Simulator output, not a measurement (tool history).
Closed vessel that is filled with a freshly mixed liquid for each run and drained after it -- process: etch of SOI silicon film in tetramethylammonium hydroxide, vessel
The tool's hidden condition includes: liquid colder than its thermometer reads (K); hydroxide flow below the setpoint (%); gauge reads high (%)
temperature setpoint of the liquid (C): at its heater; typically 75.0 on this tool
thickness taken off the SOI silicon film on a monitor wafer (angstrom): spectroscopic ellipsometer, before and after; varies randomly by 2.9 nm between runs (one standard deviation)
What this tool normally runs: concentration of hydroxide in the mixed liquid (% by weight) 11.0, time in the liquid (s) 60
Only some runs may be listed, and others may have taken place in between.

| run | hour | temperature setpoint of the liquid (C) | concentration of hydroxide in the mixed liquid (% by weight) | time in the liquid (s) | wafers since the last listed run | hours since the thermometer was replaced | hours since the hydroxide flow meter was replaced | hours since the gauge calibration | read-back film thickness of the SOI silicon film reference wafer, read on the same gauge (nm) | thickness taken off the SOI silicon film on a monitor wafer (angstrom) |
|---|---|---|---|---|---|---|---|---|---|---|
| 1 | 0.0 | 75.0 | 11.0 | 60 | 0 | 9.8 | 1312.7 | 341.0 | 59.98 | 5184.6 |
| 2 | 46.6 | 75.0 | 11.0 | 60 | 4468 | 56.4 | 1359.3 | 387.6 | 60.01 | 5067.5 |
| 3 | 87.9 | 75.0 | 11.0 | 60 | 3960 | 97.7 | 1400.6 | 428.9 | 60.00 | 5098.4 |
| 4 | 188.0 | 75.0 | 11.0 | 60 | 9598 | 197.8 | 1500.7 | 529.0 | 59.95 | 5100.4 |
| 5 | 256.7 | 75.0 | 11.0 | 60 | 6587 | 266.5 | 1569.4 | 597.7 | 60.00 | 5057.0 |
| 6 | 422.2 | 73.5 | 11.0 | 60 | 15869 | 432.0 | 1734.9 | 763.2 | 60.05 | 4532.9 |
| 7 | 464.7 | 73.5 | 11.0 | 60 | 4075 | 474.5 | 1777.4 | 805.7 | 60.00 | 4517.5 |
| 8 | 499.2 | 73.5 | 11.0 | 60 | 3308 | 509.0 | 1811.9 | 840.2 | 60.01 | 4585.2 |
| 9 | 526.5 | 75.0 | 13.0 | 50 | 2617 | 536.3 | 1839.2 | 867.5 | 60.00 | 3874.3 |
| 10 | 585.9 | 75.0 | 13.0 | 50 | 5695 | 595.7 | 1898.6 | 926.9 | 60.00 | 3832.3 |
| 11 | 635.9 | 75.0 | 11.0 | 60 | 4794 | 645.7 | 1948.6 | 976.9 | 59.97 | 4924.3 |
|  | 650.3 | gauge calibrated |
| 12 | 753.9 | 75.0 | 11.0 | 60 | 11314 | 763.7 | 2066.6 | 103.6 | 60.01 | 4845.8 |
| 13 | 791.2 | 73.5 | 11.0 | 60 | 3576 | 801.0 | 2103.9 | 140.9 | 60.00 | 4454.8 |
|  | 825.2 | hydroxide flow meter replaced |
| 14 | 826.1 | 68.0 | 13.5 | 60 | 3250 | 835.9 | 0.9 | 175.8 | 60.00 | 2820.4 |
|  | 856.2 | thermometer replaced |
| 15 | 875.8 | 71.5 | 13.0 | 95 | 4669 | 19.6 | 50.6 | 225.5 | 60.01 | 6003.0 |
| 16 | 910.3 | 75.0 | 11.0 | 35 | 3308 | 54.1 | 85.1 | 260.0 | 60.01 | 2887.6 |
| 17 | 968.3 | 81.0 | 11.0 | 85 | 5561 | 112.1 | 143.1 | 318.0 | 60.03 | 9836.8 |
| 18 | 992.7 | 75.0 | 12.5 | 60 | 2339 | 136.5 | 167.5 | 342.4 | 60.01 | 4732.0 |
| 19 | 1017.2 | 77.5 | 12.5 | 30 | 2349 | 161.0 | 192.0 | 366.9 | 60.02 | 2724.1 |
| 20 | 1085.0 | 75.0 | 11.0 | 60 | 6501 | 228.8 | 259.8 | 434.7 | 60.03 | 4906.0 |
| 21 | 1114.8 | 70.5 | 9.0 | 75 | 2857 | 258.6 | 289.6 | 464.5 | 60.03 | 5079.7 |
| 22 | 1239.0 | 75.0 | 12.5 | 60 | 11909 | 382.8 | 413.8 | 588.7 | 60.00 | 4660.4 |
| 23 | 1307.2 | 72.0 | 11.0 | 75 | 6539 | 451.0 | 482.0 | 656.9 | 59.98 | 5058.5 |

Give the tool's hidden conditions for every run:
gauge reads high (%): 0, the same for each run
H1: liquid colder than its thermometer reads (K)
H2: hydroxide flow below the setpoint (%)
| run | H1 | H2 |
|---|---|---|
| 1 | 0.0738 | 7.63 |
| 2 | 0.15 | 7.89 |
| 3 | 0.218 | 8.12 |
| 4 | 0.382 | 8.68 |
| 5 | 0.495 | 9.06 |
| 6 | 0.766 | 9.99 |
| 7 | 0.836 | 10.2 |
| 8 | 0.892 | 10.4 |
| 9 | 0.937 | 10.6 |
| 10 | 1.03 | 10.9 |
| 11 | 1.12 | 11.2 |
| 12 | 1.31 | 11.8 |
| 13 | 1.37 | 12 |
| 14 | 1.43 | 1.05 |
| 15 | 0.154 | 1.32 |
| 16 | 0.211 | 1.51 |
| 17 | 0.306 | 1.84 |
| 18 | 0.346 | 1.97 |
| 19 | 0.386 | 2.11 |
| 20 | 0.497 | 2.49 |
| 21 | 0.546 | 2.66 |
| 22 | 0.75 | 3.35 |
| 23 | 0.862 | 3.73 |

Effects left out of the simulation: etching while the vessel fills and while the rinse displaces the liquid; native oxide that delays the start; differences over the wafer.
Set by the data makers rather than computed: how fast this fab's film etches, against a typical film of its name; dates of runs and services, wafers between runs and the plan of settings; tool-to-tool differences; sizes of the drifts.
